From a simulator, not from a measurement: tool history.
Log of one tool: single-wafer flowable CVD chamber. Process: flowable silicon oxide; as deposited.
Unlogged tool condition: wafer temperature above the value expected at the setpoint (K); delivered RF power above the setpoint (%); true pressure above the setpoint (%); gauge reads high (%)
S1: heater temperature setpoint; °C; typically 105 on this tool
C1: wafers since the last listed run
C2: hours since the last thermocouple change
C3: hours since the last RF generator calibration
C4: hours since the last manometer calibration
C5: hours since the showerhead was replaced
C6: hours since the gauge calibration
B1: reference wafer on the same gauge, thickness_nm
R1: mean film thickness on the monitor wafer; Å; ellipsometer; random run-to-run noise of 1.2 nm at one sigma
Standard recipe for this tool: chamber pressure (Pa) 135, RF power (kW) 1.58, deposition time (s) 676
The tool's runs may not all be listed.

Run 1, day 0: usual settings; C1 0; C2 1692.7; C3 1143; C4 113.4; C5 4522.1; C6 1059.9; B1 454.139. Result: R1 4537.24 Å.
Run 2, day 2.062: usual settings; C1 100; C2 1742.2; C3 1192.5; C4 162.9; C5 4571.6; C6 1109.4; B1 454.239. Result: R1 4517.37 Å.
Run 3, day 5.133: usual settings; C1 149; C2 1815.9; C3 1266.2; C4 236.6; C5 4645.3; C6 1183.1; B1 454.099. Result: R1 4536.39 Å.
Run 4, day 11.879: usual settings; C1 328; C2 1977.8; C3 1428.1; C4 398.5; C5 4807.2; C6 1345; B1 454.209. Result: R1 4559.08 Å.
Run 5, day 14.538: usual settings but chamber pressure (Pa) 152, RF power (kW) 1.445; C1 129; C2 2041.6; C3 1491.9; C4 462.3; C5 4871; C6 1408.8; B1 453.946. Result: R1 4954.42 Å.
Run 6, day 16.429: usual settings but chamber pressure (Pa) 152, RF power (kW) 1.445; C1 92; C2 2087; C3 1537.3; C4 507.7; C5 4916.4; C6 1454.2; B1 454.379. Result: R1 4934.66 Å.
Run 7, day 26.692: usual settings but chamber pressure (Pa) 153; C1 500; C2 2333.3; C3 1783.6; C4 754; C5 5162.7; C6 1700.5; B1 453.601. Result: R1 5147.44 Å.
At day 27.921: showerhead replaced.
Run 8, day 28.288: usual settings but chamber pressure (Pa) 153; C1 61; C2 2371.6; C3 1821.9; C4 792.3; C5 8.8; C6 1738.8; B1 454.699. Result: R1 5152.16 Å.
At day 31.733: capacitance manometer re-zeroed and calibrated.
Run 9, day 32.267: usual settings; C1 177; C2 2467.1; C3 1917.4; C4 12.8; C5 104.3; C6 1834.3; B1 454.479. Result: R1 4548.41 Å.
Run 10, day 36.025: usual settings; C1 183; C2 2557.3; C3 2007.6; C4 103; C5 194.5; C6 1924.5; B1 453.746. Result: R1 4562.3 Å.
Run 11, day 39.7: usual settings; C1 179; C2 2645.5; C3 2095.8; C4 191.2; C5 282.7; C6 2012.7; B1 453.603. Result: R1 4549.12 Å.
Run 12, day 41.542: usual settings but deposition time (s) 574; C1 89; C2 2689.7; C3 2140; C4 235.4; C5 326.9; C6 2056.9; B1 453.866. Result: R1 3889.53 Å.
At day 45.3: gauge calibrated.
Run 13, day 45.862: usual settings; C1 210; C2 2793.4; C3 2243.7; C4 339.1; C5 430.6; C6 13.5; B1 454.32. Result: R1 4587.85 Å.
At day 46.321: thermocouple changed; heater temperature recalibrated.
Run 14, day 47.875: usual settings; C1 81; C2 37.3; C3 2292; C4 387.4; C5 478.9; C6 61.8; B1 454.03. Result: R1 4403.69 Å.
Run 15, day 50.512: usual settings but RF power (kW) 1.465; C1 128; C2 100.6; C3 2355.3; C4 450.7; C5 542.2; C6 125.1; B1 453.787. Result: R1 4277.7 Å.
Run 16, day 53.525: usual settings; C1 146; C2 172.9; C3 2427.6; C4 523; C5 614.5; C6 197.4; B1 454.229. Result: R1 4405.78 Å.
Run 17, day 56.075: usual settings but S1 99 °C, chamber pressure (Pa) 147; C1 124; C2 234.1; C3 2488.8; C4 584.2; C5 675.7; C6 258.6; B1 453.645. Result: R1 5978.64 Å.
Run 18, day 59.433: usual settings but S1 92 °C, deposition time (s) 575; C1 163; C2 314.7; C3 2569.4; C4 664.8; C5 756.3; C6 339.2; B1 454.775. Result: R1 6166.68 Å.
Run 19, day 61.942: usual settings but RF power (kW) 1.435, deposition time (s) 573; C1 122; C2 374.9; C3 2629.6; C4 725; C5 816.5; C6 399.4; B1 454.13. Result: R1 3632.64 Å.
Run 20, day 65.012: usual settings; C1 149; C2 448.6; C3 2703.3; C4 798.7; C5 890.2; C6 473.1; B1 454.089. Result: R1 4414.18 Å.
At day 68.254: RF generator calibrated.
Run 21, day 68.275: usual settings but S1 112 °C, chamber pressure (Pa) 105, RF power (kW) 1.33, deposition time (s) 800; C1 142; C2 526.9; C3 0.5; C4 877; C5 968.5; C6 551.4; B1 454.217. Result: R1 3078.44 Å.
Run 22, day 70.458: usual settings; C1 106; C2 579.3; C3 52.9; C4 929.4; C5 1020.9; C6 603.8; B1 453.807. Result: R1 4542.75 Å.
At day 73.546: capacitance manometer re-zeroed and calibrated.
Run 23, day 74.846: usual settings but S1 95 °C, RF power (kW) 1.665; C1 197; C2 684.6; C3 158.2; C4 31.2; C5 1126.2; C6 709.1; B1 453.753. Result: R1 6746.9 Å.
Run 24, day 77.083: usual settings; C1 109; C2 738.3; C3 211.9; C4 84.9; C5 1179.9; C6 762.8; B1 453.975. Result: R1 4526.95 Å.
Run 25, day 81.383: usual settings but RF power (kW) 1.29; C1 209; C2 841.5; C3 315.1; C4 188.1; C5 1283.1; C6 866; B1 454.531. Result: R1 4219.97 Å.
Run 26, day 84.712: usual settings but S1 112 °C, chamber pressure (Pa) 164, deposition time (s) 773; C1 162; C2 921.4; C3 395; C4 268; C5 1363; C6 945.9; B1 454.03. Result: R1 4820.07 Å.
Run 27, day 88.825: usual settings but S1 93 °C, chamber pressure (Pa) 147; C1 200; C2 1020.1; C3 493.7; C4 366.7; C5 1461.7; C6 1044.6; B1 453.954. Result: R1 7743.21 Å.
Run 28, day 92.883: usual settings; C1 197; C2 1117.5; C3 591.1; C4 464.1; C5 1559.1; C6 1142; B1 454.254. Result: R1 4536.72 Å.

Here are 3 independent what-if runs from the current tool condition. What would each one return?
Run A, day 92.908: usual settings; C1 1; C2 1118.1; C3 591.7; C4 464.7; C5 1559.7; C6 1142.6; B1 ?. Result: R1 ?.
Run B, day 92.908: usual settings but S1 116 °C, chamber pressure (Pa) 112, RF power (kW) 1.42, deposition time (s) 738; C1 1; C2 1118.1; C3 591.7; C4 464.7; C5 1559.7; C6 1142.6; B1 ?. Result: R1 ?.
Run C, day 92.908: usual settings but RF power (kW) 1.41, deposition time (s) 766; C1 1; C2 1118.1; C3 591.7; C4 464.7; C5 1559.7; C6 1142.6; B1 ?. Result: R1 ?.

run       B1       R1
  A  453.506  4519.03
  B  453.506  2662.87
  C  453.506   4929.2
What these runs would have given with no unlogged condition in the tool:
run       R1
  A  4543.12
  B  2684.74
  C   4966.3
